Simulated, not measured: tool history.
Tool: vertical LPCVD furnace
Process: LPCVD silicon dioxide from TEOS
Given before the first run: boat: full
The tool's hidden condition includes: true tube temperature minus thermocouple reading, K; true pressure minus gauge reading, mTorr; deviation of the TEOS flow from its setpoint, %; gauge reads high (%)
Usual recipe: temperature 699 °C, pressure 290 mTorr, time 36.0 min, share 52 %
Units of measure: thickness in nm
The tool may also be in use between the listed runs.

run,day,temperature,pressure,time,share,wafers since the last listed run,hours since the last temperature calibration,hours since the pressure gauge was zeroed,hours since the TEOS flow controller was replaced,hours since the gauge calibration,"read-back reference wafer on the same gauge, thickness",thickness
1,0.000,699,290,43.0,60,0,3526.5,1461.7,3123.4,395.0,215.98,309.87
2,1.388,699,290,36.0,54,578,3559.8,1495.0,3156.7,428.3,216.00,246.06
3,2.679,699,290,36.0,45,538,3590.8,1526.0,3187.7,459.3,216.11,223.81
4,3.642,699,290,36.0,52,400,3613.9,1549.1,3210.8,482.4,215.95,241.78
5,4.912,699,290,36.0,52,529,3644.4,1579.6,3241.3,512.9,216.04,241.62
6,5.883,699,290,36.0,52,404,3667.7,1602.9,3264.6,536.2,216.02,242.00
7,7.125,699,290,36.0,52,517,3697.5,1632.7,3294.4,566.0,215.98,242.50
8,8.404,699,290,36.0,52,532,3728.2,1663.4,3325.1,596.7,215.99,242.15
# day 8.792: gauge calibrated
9,10.938,699,290,36.0,52,1055,3789.0,1724.2,3385.9,51.5,215.90,241.41
# day 12.596: pressure gauge zeroed
10,12.617,699,290,36.0,52,282,3829.3,0.5,3426.2,91.8,215.90,241.32
11,13.325,688,290,45.0,52,295,3846.3,17.5,3443.2,108.8,215.99,234.41
12,14.267,699,290,36.0,52,392,3868.9,40.1,3465.8,131.4,216.01,241.53
13,15.117,691,290,36.0,52,354,3889.3,60.5,3486.2,151.8,215.98,201.72
# day 17.125: TEOS flow controller replaced
# day 17.358: thermocouples replaced and temperature profile calibrated
14,17.650,705,245,29.0,46,542,7.0,121.3,12.6,212.6,215.95,175.51
15,18.204,695,240,36.0,45,230,20.3,134.6,25.9,225.9,216.08,170.09
16,18.808,699,290,27.5,48,251,34.8,149.1,40.4,240.4,215.87,162.04
17,20.167,705,235,40.0,52,565,67.4,181.7,73.0,273.0,216.01,254.54
18,21.104,699,250,32.0,52,390,89.9,204.2,95.5,295.5,216.10,183.32
19,22.117,699,290,36.0,44,421,114.2,228.5,119.8,319.8,216.04,203.95
20,23.317,699,290,36.0,45,499,143.0,257.3,148.6,348.6,216.05,206.10

Table of differences, measured result less the result of that run with no hidden state. Run-to-run variation is the same in both. Gauge scatter possibly is not:
run,thickness
1,+31.80
2,+25.28
3,+23.02
4,+24.88
5,+24.89
6,+24.95
7,+25.02
8,+25.01
9,+24.98
10,+24.99
11,+24.82
12,+25.04
13,+21.25
14,+2.16
15,+2.33
16,+2.39
17,+4.38
18,+3.51
19,+4.29
20,+4.78

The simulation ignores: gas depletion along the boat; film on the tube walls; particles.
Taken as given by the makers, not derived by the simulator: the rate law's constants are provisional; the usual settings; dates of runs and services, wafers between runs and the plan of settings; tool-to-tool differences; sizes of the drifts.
